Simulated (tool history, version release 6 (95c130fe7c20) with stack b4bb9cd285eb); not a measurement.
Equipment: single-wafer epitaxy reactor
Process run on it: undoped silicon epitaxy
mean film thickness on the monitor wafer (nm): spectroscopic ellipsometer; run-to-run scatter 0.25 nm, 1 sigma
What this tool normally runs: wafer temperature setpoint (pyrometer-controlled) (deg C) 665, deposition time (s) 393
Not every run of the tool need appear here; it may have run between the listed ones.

run	hour	wafer temperature setpoint (pyrometer-controlled) (deg C)	deposition time (s)	wafers since the last listed run	hours since the last pyrometer calibration	hours since the gauge calibration	read-back reference wafer on the same gauge, thickness_nm	mean film thickness on the monitor wafer (nm)
1	0.0	655	393	0	1048.8	293.0	115.354	77.046
2	19.8	655	393	103	1068.6	312.8	115.317	76.798
3	41.3	665	393	112	1090.1	334.3	115.373	98.252
4	66.6	665	393	131	1115.4	359.6	115.434	98.626
5	93.2	665	393	138	1142.0	386.2	115.623	98.999
6	117.9	665	393	128	1166.7	410.9	115.661	98.601
7	151.3	665	393	174	1200.1	444.3	115.633	98.735
8	172.4	665	393	109	1221.2	465.4	115.782	99.126
9	192.1	665	393	102	1240.9	485.1	115.728	99.179
10	222.3	665	393	157	1271.1	515.3	115.886	98.758
11	251.3	665	393	151	1300.1	544.3	115.828	98.842
12	274.0	665	393	118	1322.8	567.0	115.967	98.872
13	297.8	653	393	124	1346.6	590.8	115.849	73.402
# hour 310.9: pyrometer calibrated
14	311.4	653	393	29	0.5	604.4	115.920	73.947
15	343.0	665	335	164	32.1	636.0	115.975	84.198
16	373.4	677	393	158	62.5	666.4	116.003	131.152
17	401.2	665	453	144	90.3	694.2	116.017	113.852
# hour 413.3: gauge calibrated
18	435.5	665	453	178	124.6	22.2	113.436	111.831
19	460.8	674	393	131	149.9	47.5	113.778	119.643
20	475.8	665	393	78	164.9	62.5	113.783	97.345
21	509.5	653	315	175	198.6	96.2	114.074	58.171
22	522.7	665	442	68	211.8	109.4	114.216	109.702
23	546.8	665	450	125	235.9	133.5	114.353	111.417
24	579.4	672	470	169	268.5	166.1	114.609	138.409
25	601.9	665	393	117	291.0	188.6	114.751	97.738
26	644.4	653	315	221	333.5	231.1	115.003	58.490

Run 27 has not been measured yet. What should we expect?
27	690.1	665	393	238	379.2	276.8	?	?

Run 27 came out at read-back reference wafer on the same gauge, thickness_nm 115.072, mean film thickness on the monitor wafer (nm) 98.179.
With the hidden condition absent and the run-to-run variation left alone, this run would have shown mean film thickness on the monitor wafer (nm) 96.508.
